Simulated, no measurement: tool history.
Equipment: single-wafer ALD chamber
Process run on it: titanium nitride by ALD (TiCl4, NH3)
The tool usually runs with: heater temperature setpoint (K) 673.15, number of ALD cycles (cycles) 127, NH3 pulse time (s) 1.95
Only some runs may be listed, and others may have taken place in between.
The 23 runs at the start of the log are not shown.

run,hour,heater temperature setpoint (K),number of ALD cycles (cycles),NH3 pulse time (s),wafers since the last listed run,hours since the last thermocouple change,hours since the showerhead was replaced,hours since the gauge calibration,"read-back reference wafer on the same gauge, thickness_nm",mean film thickness on the monitor wafer (angstrom)
# hour 1936.6: thermocouple changed; heater temperature recalibrated
24,1973.8,679.15,152,1.74,53,37.2,350.9,76.3,3.051,31.38
25,2042.3,662.15,110,1.36,90,105.7,419.4,144.8,3.05,22.15
26,2095.7,673.15,127,1.95,70,159.1,472.8,198.2,3.051,26.1
27,2163.8,673.15,127,1.95,89,227.2,540.9,266.3,3.046,26.23
28,2261.3,673.15,127,1.95,128,324.7,638.4,363.8,3.046,26.23
29,2361.4,673.15,127,2.43,131,424.8,738.5,463.9,3.048,26.41
30,2415.9,666.15,113,1.95,71,479.3,793,518.4,3.051,23.23
31,2455.8,686.15,117,2.21,52,519.2,832.9,558.3,3.05,24.35

Forecast each of these 3 alternatives for the next run:
A,2456.5,673.15,151,1.95,0,519.9,833.6,559,?,?
B,2456.5,673.15,127,2.31,0,519.9,833.6,559,?,?
C,2456.5,669.15,127,1.95,0,519.9,833.6,559,?,?

run,"read-back reference wafer on the same gauge, thickness_nm",mean film thickness on the monitor wafer (angstrom)
A,3.048,31.09
B,3.048,26.26
C,3.048,26.04
Stripped of hidden state, with their random variation kept, the same runs would have yielded:
run,mean film thickness on the monitor wafer (angstrom)
A,31.09
B,26.26
C,26.04
